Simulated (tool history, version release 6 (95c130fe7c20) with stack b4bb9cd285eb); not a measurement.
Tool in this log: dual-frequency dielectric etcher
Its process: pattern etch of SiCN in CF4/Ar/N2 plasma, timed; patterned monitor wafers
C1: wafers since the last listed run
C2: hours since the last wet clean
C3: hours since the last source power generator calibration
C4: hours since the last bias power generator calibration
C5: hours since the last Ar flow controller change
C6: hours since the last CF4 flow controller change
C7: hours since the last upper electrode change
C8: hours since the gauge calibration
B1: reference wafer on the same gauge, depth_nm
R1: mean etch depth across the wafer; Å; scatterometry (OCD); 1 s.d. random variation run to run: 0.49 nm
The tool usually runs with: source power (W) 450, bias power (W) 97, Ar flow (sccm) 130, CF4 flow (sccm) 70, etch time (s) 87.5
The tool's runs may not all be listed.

{"run": 1, "hour": 0.0, "source power (W)": 450, "bias power (W)": 97, "Ar flow (sccm)": 130, "CF4 flow (sccm)": 70, "etch time (s)": 94, "C1": 0, "C2": 422, "C3": 1765.4, "C4": 2313.9, "C5": 2811.5, "C6": 5143.7, "C7": 4340.3, "C8": 1450.7, "B1": 69.4, "R1": 863}
{"hour": 46.1, "done": "wet clean of the chamber"}
{"run": 2, "hour": 84.4, "source power (W)": 450, "bias power (W)": 97, "Ar flow (sccm)": 130, "CF4 flow (sccm)": 70, "etch time (s)": 94, "C1": 385, "C2": 38.3, "C3": 1849.8, "C4": 2398.3, "C5": 2895.9, "C6": 5228.1, "C7": 4424.7, "C8": 1535.1, "B1": 69, "R1": 852}
{"hour": 161.9, "done": "CF4 flow controller replaced"}
{"run": 3, "hour": 174.1, "source power (W)": 450, "bias power (W)": 97, "Ar flow (sccm)": 130, "CF4 flow (sccm)": 81, "etch time (s)": 87.5, "C1": 534, "C2": 128, "C3": 1939.5, "C4": 2488, "C5": 2985.6, "C6": 12.2, "C7": 4514.4, "C8": 1624.8, "B1": 68.6, "R1": 813}
{"run": 4, "hour": 234.4, "source power (W)": 450, "bias power (W)": 97, "Ar flow (sccm)": 130, "CF4 flow (sccm)": 81, "etch time (s)": 87.5, "C1": 384, "C2": 188.3, "C3": 1999.8, "C4": 2548.3, "C5": 3045.9, "C6": 72.5, "C7": 4574.7, "C8": 1685.1, "B1": 68.3, "R1": 817}
{"hour": 251.9, "done": "gauge calibrated"}
{"run": 5, "hour": 315.1, "source power (W)": 450, "bias power (W)": 97, "Ar flow (sccm)": 130, "CF4 flow (sccm)": 60, "etch time (s)": 76.5, "C1": 515, "C2": 269, "C3": 2080.5, "C4": 2629, "C5": 3126.6, "C6": 153.2, "C7": 4655.4, "C8": 63.2, "B1": 71.4, "R1": 698}
{"run": 6, "hour": 383.8, "source power (W)": 450, "bias power (W)": 97, "Ar flow (sccm)": 130, "CF4 flow (sccm)": 70, "etch time (s)": 87.5, "C1": 438, "C2": 337.7, "C3": 2149.2, "C4": 2697.7, "C5": 3195.3, "C6": 221.9, "C7": 4724.1, "C8": 131.9, "B1": 71.3, "R1": 812}
{"run": 7, "hour": 434.2, "source power (W)": 450, "bias power (W)": 97, "Ar flow (sccm)": 99, "CF4 flow (sccm)": 78, "etch time (s)": 77.5, "C1": 321, "C2": 388.1, "C3": 2199.6, "C4": 2748.1, "C5": 3245.7, "C6": 272.3, "C7": 4774.5, "C8": 182.3, "B1": 71.3, "R1": 755}
{"hour": 472.1, "done": "bias power generator calibrated"}
{"run": 8, "hour": 519.2, "source power (W)": 450, "bias power (W)": 97, "Ar flow (sccm)": 130, "CF4 flow (sccm)": 70, "etch time (s)": 87.5, "C1": 516, "C2": 473.1, "C3": 2284.6, "C4": 47.1, "C5": 3330.7, "C6": 357.3, "C7": 4859.5, "C8": 267.3, "B1": 71.3, "R1": 826}
{"run": 9, "hour": 574.0, "source power (W)": 450, "bias power (W)": 81, "Ar flow (sccm)": 130, "CF4 flow (sccm)": 54, "etch time (s)": 87.5, "C1": 349, "C2": 527.9, "C3": 2339.4, "C4": 101.9, "C5": 3385.5, "C6": 412.1, "C7": 4914.3, "C8": 322.1, "B1": 71.1, "R1": 687}
{"hour": 626.3, "done": "wet clean of the chamber"}
{"run": 10, "hour": 626.8, "source power (W)": 450, "bias power (W)": 97, "Ar flow (sccm)": 130, "CF4 flow (sccm)": 70, "etch time (s)": 87.5, "C1": 183, "C2": 0.5, "C3": 2392.2, "C4": 154.7, "C5": 3438.3, "C6": 464.9, "C7": 4967.1, "C8": 374.9, "B1": 71, "R1": 826}
{"hour": 693.2, "done": "upper electrode replaced"}
{"hour": 832.3, "done": "Ar flow controller replaced"}
{"run": 11, "hour": 832.9, "source power (W)": 450, "bias power (W)": 97, "Ar flow (sccm)": 153, "CF4 flow (sccm)": 58, "etch time (s)": 66, "C1": 1123, "C2": 206.6, "C3": 2598.3, "C4": 360.8, "C5": 0.6, "C6": 671, "C7": 139.7, "C8": 581, "B1": 70.9, "R1": 579}
{"run": 12, "hour": 888.8, "source power (W)": 450, "bias power (W)": 97, "Ar flow (sccm)": 130, "CF4 flow (sccm)": 70, "etch time (s)": 87.5, "C1": 356, "C2": 262.5, "C3": 2654.2, "C4": 416.7, "C5": 56.5, "C6": 726.9, "C7": 195.6, "C8": 636.9, "B1": 70.7, "R1": 806}
{"hour": 954.0, "done": "source power generator calibrated"}
{"run": 13, "hour": 995.7, "source power (W)": 450, "bias power (W)": 97, "Ar flow (sccm)": 130, "CF4 flow (sccm)": 70, "etch time (s)": 87.5, "C1": 656, "C2": 369.4, "C3": 41.7, "C4": 523.6, "C5": 163.4, "C6": 833.8, "C7": 302.5, "C8": 743.8, "B1": 70.4, "R1": 811}
{"run": 14, "hour": 1096.4, "source power (W)": 390, "bias power (W)": 79, "Ar flow (sccm)": 130, "CF4 flow (sccm)": 60, "etch time (s)": 87.5, "C1": 642, "C2": 470.1, "C3": 142.4, "C4": 624.3, "C5": 264.1, "C6": 934.5, "C7": 403.2, "C8": 844.5, "B1": 70.2, "R1": 591}
{"run": 15, "hour": 1145.4, "source power (W)": 500, "bias power (W)": 97, "Ar flow (sccm)": 130, "CF4 flow (sccm)": 70, "etch time (s)": 87.5, "C1": 312, "C2": 519.1, "C3": 191.4, "C4": 673.3, "C5": 313.1, "C6": 983.5, "C7": 452.2, "C8": 893.5, "B1": 70.2, "R1": 897}
{"hour": 1218.5, "done": "wet clean of the chamber"}
{"run": 16, "hour": 1227.3, "source power (W)": 450, "bias power (W)": 97, "Ar flow (sccm)": 130, "CF4 flow (sccm)": 70, "etch time (s)": 80, "C1": 369, "C2": 8.8, "C3": 273.3, "C4": 755.2, "C5": 395, "C6": 1065.4, "C7": 534.1, "C8": 975.4, "B1": 69.9, "R1": 737}
{"run": 17, "hour": 1299.8, "source power (W)": 420, "bias power (W)": 97, "Ar flow (sccm)": 130, "CF4 flow (sccm)": 70, "etch time (s)": 87.5, "C1": 462, "C2": 81.3, "C3": 345.8, "C4": 827.7, "C5": 467.5, "C6": 1137.9, "C7": 606.6, "C8": 1047.9, "B1": 69.6, "R1": 742}
{"run": 18, "hour": 1368.1, "source power (W)": 510, "bias power (W)": 83, "Ar flow (sccm)": 107, "CF4 flow (sccm)": 70, "etch time (s)": 65, "C1": 435, "C2": 149.6, "C3": 414.1, "C4": 896, "C5": 535.8, "C6": 1206.2, "C7": 674.9, "C8": 1116.2, "B1": 69.4, "R1": 624}
{"run": 19, "hour": 1434.7, "source power (W)": 450, "bias power (W)": 97, "Ar flow (sccm)": 130, "CF4 flow (sccm)": 70, "etch time (s)": 87.5, "C1": 425, "C2": 216.2, "C3": 480.7, "C4": 962.6, "C5": 602.4, "C6": 1272.8, "C7": 741.5, "C8": 1182.8, "B1": 69.3, "R1": 796}
{"run": 20, "hour": 1513.6, "source power (W)": 450, "bias power (W)": 97, "Ar flow (sccm)": 109, "CF4 flow (sccm)": 81, "etch time (s)": 99, "C1": 503, "C2": 295.1, "C3": 559.6, "C4": 1041.5, "C5": 681.3, "C6": 1351.7, "C7": 820.4, "C8": 1261.7, "B1": 68.9, "R1": 938}

What if the next run were any one of these 5? Each begins from the tool's condition after run 20:
{"run": "A", "hour": 1514.0, "source power (W)": 450, "bias power (W)": 97, "Ar flow (sccm)": 130, "CF4 flow (sccm)": 70, "etch time (s)": 87.5, "C1": 2, "C2": 295.5, "C3": 560, "C4": 1041.9, "C5": 681.7, "C6": 1352.1, "C7": 820.8, "C8": 1262.1, "B1": "?", "R1": "?"}
{"run": "B", "hour": 1514.0, "source power (W)": 560, "bias power (W)": 97, "Ar flow (sccm)": 110, "CF4 flow (sccm)": 63, "etch time (s)": 87.5, "C1": 2, "C2": 295.5, "C3": 560, "C4": 1041.9, "C5": 681.7, "C6": 1352.1, "C7": 820.8, "C8": 1262.1, "B1": "?", "R1": "?"}
{"run": "C", "hour": 1514.0, "source power (W)": 450, "bias power (W)": 97, "Ar flow (sccm)": 130, "CF4 flow (sccm)": 70, "etch time (s)": 79.5, "C1": 2, "C2": 295.5, "C3": 560, "C4": 1041.9, "C5": 681.7, "C6": 1352.1, "C7": 820.8, "C8": 1262.1, "B1": "?", "R1": "?"}
{"run": "D", "hour": 1514.0, "source power (W)": 500, "bias power (W)": 111, "Ar flow (sccm)": 150, "CF4 flow (sccm)": 65, "etch time (s)": 87.5, "C1": 2, "C2": 295.5, "C3": 560, "C4": 1041.9, "C5": 681.7, "C6": 1352.1, "C7": 820.8, "C8": 1262.1, "B1": "?", "R1": "?"}
{"run": "E", "hour": 1514.0, "source power (W)": 450, "bias power (W)": 75, "Ar flow (sccm)": 149, "CF4 flow (sccm)": 70, "etch time (s)": 87.5, "C1": 2, "C2": 295.5, "C3": 560, "C4": 1041.9, "C5": 681.7, "C6": 1352.1, "C7": 820.8, "C8": 1262.1, "B1": "?", "R1": "?"}

run=A B1=68.9 R1=798
run=B B1=68.9 R1=991
run=C B1=68.9 R1=725
run=D B1=68.9 R1=938
run=E B1=68.9 R1=666
The same runs, with their run-to-run variation unchanged, on a tool lacking any hidden condition would have given:
run=A R1=834
run=B R1=1036
run=C R1=758
run=D R1=981
run=E R1=697

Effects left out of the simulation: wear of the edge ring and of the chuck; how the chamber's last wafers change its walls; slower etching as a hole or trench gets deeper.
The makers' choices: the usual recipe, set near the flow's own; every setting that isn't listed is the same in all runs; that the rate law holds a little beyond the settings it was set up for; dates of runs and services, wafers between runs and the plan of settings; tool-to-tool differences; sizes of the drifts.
